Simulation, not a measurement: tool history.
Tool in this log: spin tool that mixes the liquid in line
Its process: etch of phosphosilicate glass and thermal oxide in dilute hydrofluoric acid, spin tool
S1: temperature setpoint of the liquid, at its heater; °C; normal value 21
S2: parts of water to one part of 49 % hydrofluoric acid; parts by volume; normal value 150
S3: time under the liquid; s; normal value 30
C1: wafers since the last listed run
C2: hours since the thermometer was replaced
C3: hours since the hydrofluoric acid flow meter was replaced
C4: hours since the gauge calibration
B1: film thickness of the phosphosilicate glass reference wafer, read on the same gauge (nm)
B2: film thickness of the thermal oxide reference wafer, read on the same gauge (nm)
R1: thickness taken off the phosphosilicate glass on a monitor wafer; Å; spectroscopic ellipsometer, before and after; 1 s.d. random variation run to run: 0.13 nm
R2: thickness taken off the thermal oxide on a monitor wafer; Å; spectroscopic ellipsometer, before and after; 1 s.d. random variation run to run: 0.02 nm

Run 1, hour 0: usual settings; C1 0; C2 2226.8; C3 1677.9; C4 171.7; B1 109.97; B2 59.966. Result: R1 230.6 Å, R2 8.75 Å.
Run 2, hour 12.2: usual settings; C1 175; C2 2239; C3 1690.1; C4 183.9; B1 109.97; B2 59.989. Result: R1 232.1 Å, R2 8.87 Å.
Run 3, hour 29.3: usual settings; C1 245; C2 2256.1; C3 1707.2; C4 201; B1 109.98; B2 60.028. Result: R1 229.7 Å, R2 8.71 Å.
Run 4, hour 37.6: usual settings; C1 119; C2 2264.4; C3 1715.5; C4 209.3; B1 110.04; B2 60.021. Result: R1 230.1 Å, R2 8.37 Å.
Run 5, hour 54: usual settings; C1 235; C2 2280.8; C3 1731.9; C4 225.7; B1 110; B2 59.996. Result: R1 229.1 Å, R2 8.41 Å.
Run 6, hour 61.1: usual settings; C1 101; C2 2287.9; C3 1739; C4 232.8; B1 109.99; B2 60.018. Result: R1 230.5 Å, R2 8.91 Å.
Run 7, hour 67.8: usual settings; C1 96; C2 2294.6; C3 1745.7; C4 239.5; B1 110; B2 59.964. Result: R1 230.1 Å, R2 8.68 Å.
Run 8, hour 79.2: usual settings; C1 163; C2 2306; C3 1757.1; C4 250.9; B1 110; B2 59.999. Result: R1 230 Å, R2 8.71 Å.
At hour 83.5: thermometer replaced.
Run 9, hour 88.9: usual settings; C1 124; C2 5.4; C3 1766.8; C4 260.6; B1 110.05; B2 59.984. Result: R1 229.9 Å, R2 8.84 Å.
Run 10, hour 102.3: usual settings; C1 192; C2 18.8; C3 1780.2; C4 274; B1 110.03; B2 60.013. Result: R1 229 Å, R2 8.96 Å.
At hour 111.8: gauge calibrated.
Run 11, hour 114.8: usual settings but S1 23.5 °C, S2 110 parts by volume, S3 35 s; C1 179; C2 31.3; C3 1792.7; C4 3; B1 110.02; B2 60.006. Result: R1 422.4 Å, R2 16.34 Å.
Run 12, hour 128.8: usual settings; C1 201; C2 45.3; C3 1806.7; C4 17; B1 109.98; B2 60.008. Result: R1 231.1 Å, R2 8.74 Å.
Run 13, hour 138.2: usual settings but S1 18.5 °C, S2 100 parts by volume, S3 15 s; C1 134; C2 54.7; C3 1816.1; C4 26.4; B1 110.03; B2 59.983. Result: R1 163.5 Å, R2 6.22 Å.
Run 14, hour 155: usual settings; C1 241; C2 71.5; C3 1832.9; C4 43.2; B1 109.99; B2 59.997. Result: R1 229.9 Å, R2 8.97 Å.
Run 15, hour 168.7: usual settings but S1 17.5 °C, S2 220 parts by volume; C1 196; C2 85.2; C3 1846.6; C4 56.9; B1 109.97; B2 59.991. Result: R1 129.4 Å, R2 4.88 Å.
Run 16, hour 183.9: usual settings but S2 195 parts by volume; C1 218; C2 100.4; C3 1861.8; C4 72.1; B1 110.05; B2 59.992. Result: R1 171.2 Å, R2 6.55 Å.
At hour 219.1: hydrofluoric acid flow meter replaced.
Run 17, hour 233.3: usual settings but S3 15 s; C1 694; C2 149.8; C3 14.2; C4 121.5; B1 110; B2 59.967. Result: R1 100.9 Å, R2 3.73 Å.
Run 18, hour 249.1: usual settings but S1 24 °C, S2 225 parts by volume, S3 35 s; C1 226; C2 165.6; C3 30; C4 137.3; B1 109.98; B2 59.969. Result: R1 162.5 Å, R2 5.98 Å.
Run 19, hour 266.4: usual settings but S1 17.5 °C; C1 248; C2 182.9; C3 47.3; C4 154.6; B1 109.97; B2 60.021. Result: R1 175.8 Å, R2 6.36 Å.
Run 20, hour 281.1: usual settings but S1 19.5 °C, S3 20 s; C1 211; C2 197.6; C3 62; C4 169.3; B1 109.97; B2 59.993. Result: R1 125.5 Å, R2 4.79 Å.
Run 21, hour 289.5: usual settings but S1 24.5 °C, S3 45 s; C1 120; C2 206; C3 70.4; C4 177.7; B1 110.02; B2 59.958. Result: R1 347.4 Å, R2 12.32 Å.
Run 22, hour 299.1: usual settings; C1 137; C2 215.6; C3 80; C4 187.3; B1 110.02; B2 60.003. Result: R1 203.1 Å, R2 7.67 Å.
Run 23, hour 316.8: usual settings but S2 125 parts by volume, S3 20 s; C1 254; C2 233.3; C3 97.7; C4 205; B1 109.99; B2 60.001. Result: R1 164.5 Å, R2 6.3 Å.
Run 24, hour 329.7: usual settings but S1 19 °C, S3 50 s; C1 185; C2 246.2; C3 110.6; C4 217.9; B1 109.95; B2 59.978. Result: R1 313.1 Å, R2 11.8 Å.
Run 25, hour 336.6: usual settings; C1 99; C2 253.1; C3 117.5; C4 224.8; B1 110.07; B2 59.984. Result: R1 205.3 Å, R2 7.87 Å.
Run 26, hour 347.8: usual settings but S1 17 °C, S2 100 parts by volume; C1 160; C2 264.3; C3 128.7; C4 236; B1 109.98; B2 60.011. Result: R1 272.1 Å, R2 10.31 Å.

Measured result minus the same run's result without the hidden state. Both carry the same run-to-run variation, though not necessarily the same gauge scatter:
The hidden state here: liquid hotter than its thermometer reads (K); hydrofluoric acid flow above the setpoint (%); gauge reads high (%).
run     R1     R2
  1  +29.4  +1.11
  2  +29.7  +1.14
  3  +29.7  +1.12
  4  +29.8  +1.08
  5    +30   +1.1
  6  +30.2  +1.17
  7  +30.2  +1.14
  8  +30.4  +1.15
  9  +30.5  +1.18
 10  +30.6   +1.2
 11  +55.5  +2.15
 12  +31.3  +1.19
 13  +21.3  +0.81
 14  +31.4  +1.23
 15  +18.4  +0.69
 16  +24.4  +0.94
 17   +0.5  +0.02
 18   +0.9  +0.03
 19   +1.2  +0.04
 20     +1  +0.04
 21     +3   +0.1
 22   +1.9  +0.07
 23   +1.7  +0.07
 24   +3.7  +0.14
 25   +2.5   +0.1
 26   +3.4  +0.13
